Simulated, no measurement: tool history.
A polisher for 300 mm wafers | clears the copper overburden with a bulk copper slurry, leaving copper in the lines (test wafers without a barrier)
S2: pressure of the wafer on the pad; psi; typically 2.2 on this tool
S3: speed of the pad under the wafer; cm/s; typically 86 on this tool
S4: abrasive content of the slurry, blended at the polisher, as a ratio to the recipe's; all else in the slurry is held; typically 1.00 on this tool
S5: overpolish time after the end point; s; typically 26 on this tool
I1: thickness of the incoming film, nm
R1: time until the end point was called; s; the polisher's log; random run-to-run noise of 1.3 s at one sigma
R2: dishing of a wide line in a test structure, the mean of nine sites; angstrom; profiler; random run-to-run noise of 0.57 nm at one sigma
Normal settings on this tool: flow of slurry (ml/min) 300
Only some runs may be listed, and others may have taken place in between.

run 1 hour=0.0 | flow_of_slurry_(ml/min)=300 S2=2.2 S3=86 S4=1.00 S5=32 | I1=449.0 | R1=75.0 R2=342
run 2 hour=10.0 | flow_of_slurry_(ml/min)=300 S2=2.2 S3=86 S4=1.00 S5=26 | I1=443.1 | R1=74.9 R2=335
run 3 hour=54.3 | flow_of_slurry_(ml/min)=300 S2=2.2 S3=86 S4=1.00 S5=26 | I1=453.2 | R1=76.6 R2=326
run 4 hour=69.2 | flow_of_slurry_(ml/min)=300 S2=2.2 S3=86 S4=1.00 S5=26 | I1=441.3 | R1=77.4 R2=320
-- hour=74.6 head pressure recalibrated
run 5 hour=76.4 | flow_of_slurry_(ml/min)=300 S2=1.9 S3=86 S4=1.00 S5=26 | I1=457.2 | R1=91.0 R2=322
-- hour=84.1 worn pad replaced by a new one
run 6 hour=88.5 | flow_of_slurry_(ml/min)=300 S2=1.9 S3=86 S4=1.00 S5=26 | I1=446.8 | R1=78.9 R2=322
run 7 hour=104.8 | flow_of_slurry_(ml/min)=300 S2=1.9 S3=86 S4=1.00 S5=26 | I1=444.7 | R1=84.0 R2=323
run 8 hour=113.8 | flow_of_slurry_(ml/min)=300 S2=2.2 S3=86 S4=1.00 S5=34 | I1=448.5 | R1=74.0 R2=343
run 9 hour=126.0 | flow_of_slurry_(ml/min)=300 S2=2.2 S3=74 S4=0.85 S5=33 | I1=452.7 | R1=91.1 R2=324
run 10 hour=143.3 | flow_of_slurry_(ml/min)=210 S2=1.5 S3=86 S4=1.10 S5=13 | I1=447.8 | R1=107.5 R2=226
-- hour=155.2 slurry nozzle cleaned
run 11 hour=156.0 | flow_of_slurry_(ml/min)=215 S2=1.7 S3=106 S4=1.00 S5=12 | I1=451.2 | R1=80.8 R2=248
-- hour=160.9 slurry blender recalibrated
run 12 hour=168.9 | flow_of_slurry_(ml/min)=300 S2=2.2 S3=86 S4=0.85 S5=26 | I1=448.6 | R1=82.8 R2=311
run 13 hour=175.7 | flow_of_slurry_(ml/min)=300 S2=2.2 S3=86 S4=1.00 S5=26 | I1=443.0 | R1=75.3 R2=339
run 14 hour=182.9 | flow_of_slurry_(ml/min)=300 S2=2.2 S3=86 S4=1.00 S5=18 | I1=445.3 | R1=79.6 R2=289
run 15 hour=190.7 | flow_of_slurry_(ml/min)=300 S2=1.4 S3=110 S4=1.00 S5=26 | I1=448.9 | R1=95.9 R2=308
run 16 hour=199.9 | flow_of_slurry_(ml/min)=300 S2=1.9 S3=86 S4=1.00 S5=26 | I1=446.0 | R1=92.3 R2=314
-- hour=215.4 worn pad replaced by a new one
run 17 hour=225.9 | flow_of_slurry_(ml/min)=300 S2=1.4 S3=110 S4=1.00 S5=26 | I1=451.3 | R1=84.4 R2=314

Predict each of these 5 candidate next runs independently; none follows another, all start after run 17:
run A hour=226.3 | flow_of_slurry_(ml/min)=300 S2=2.2 S3=86 S4=1.00 S5=26 | I1=458.3 | R1=? R2=?
run B hour=226.3 | flow_of_slurry_(ml/min)=225 S2=2.2 S3=96 S4=1.00 S5=33 | I1=458.3 | R1=? R2=?
run C hour=226.3 | flow_of_slurry_(ml/min)=300 S2=2.2 S3=108 S4=0.85 S5=26 | I1=458.3 | R1=? R2=?
run D hour=226.3 | flow_of_slurry_(ml/min)=265 S2=2.2 S3=86 S4=1.20 S5=26 | I1=458.3 | R1=? R2=?
run E hour=226.3 | flow_of_slurry_(ml/min)=200 S2=1.5 S3=86 S4=1.00 S5=26 | I1=458.3 | R1=? R2=?

run=A R1=73.1 R2=327
run=B R1=68.1 R2=336
run=C R1=61.6 R2=333
run=D R1=70.5 R2=329
run=E R1=107.5 R2=295
Stripped of hidden state, with their random variation kept, the same runs would have yielded:
run=A R1=72.2 R2=328
run=B R1=67.3 R2=336
run=C R1=60.8 R2=333
run=D R1=69.6 R2=329
run=E R1=106.2 R2=296
